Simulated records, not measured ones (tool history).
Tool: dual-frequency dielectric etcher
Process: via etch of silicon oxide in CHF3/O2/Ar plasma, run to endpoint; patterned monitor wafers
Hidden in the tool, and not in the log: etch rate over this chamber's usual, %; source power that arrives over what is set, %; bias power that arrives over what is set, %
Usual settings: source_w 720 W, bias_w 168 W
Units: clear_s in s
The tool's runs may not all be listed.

run,hour,source_w,bias_w,wafers since the last listed run,hours since the last wet clean,hours since the last source power generator calibration,hours since the last bias power generator calibration,hours since the last upper electrode change,"incoming incoming film thickness, nm",clear_s
1,0.0,720,168,0,513.6,4384.2,1136.3,4075.8,830.9,388.2
2,24.1,720,168,99,537.7,4408.3,1160.4,4099.9,821.7,382.1
# hour 84.3: wet clean of the chamber
3,84.8,720,168,152,0.5,4469.0,1221.1,4160.6,827.8,396.7
4,99.9,720,168,62,15.6,4484.1,1236.2,4175.7,825.9,394.4
5,170.3,720,156,292,86.0,4554.5,1306.6,4246.1,820.9,400.1
6,229.2,720,168,244,144.9,4613.4,1365.5,4305.0,825.7,392.5
7,265.0,720,168,148,180.7,4649.2,1401.3,4340.8,830.6,393.2
8,336.9,720,168,298,252.6,4721.1,1473.2,4412.7,826.8,389.4
9,378.3,660,179,171,294.0,4762.5,1514.6,4454.1,821.2,389.9
10,405.1,660,179,111,320.8,4789.3,1541.4,4480.9,822.2,389.5
11,459.0,820,168,223,374.7,4843.2,1595.3,4534.8,830.1,375.4
12,494.0,590,129,145,409.7,4878.2,1630.3,4569.8,827.9,437.4
13,592.3,630,152,407,508.0,4976.5,1728.6,4668.1,823.6,407.8
# hour 666.5: wet clean of the chamber
14,667.0,720,168,210,0.5,5051.2,1803.3,4742.8,818.1,390.8
15,696.7,720,168,123,30.2,5080.9,1833.0,4772.5,829.1,397.5

The next listed run, before its measurement:
# hour 746.8: upper electrode replaced
# hour 791.5: bias power generator calibrated
16,837.4,600,149,467,170.9,5221.6,45.9,90.6,827.3,?

{"run 16": {"clear_s": 423.8}}
Without the tool's hidden state the same run would have given clear_s 429.1 s.
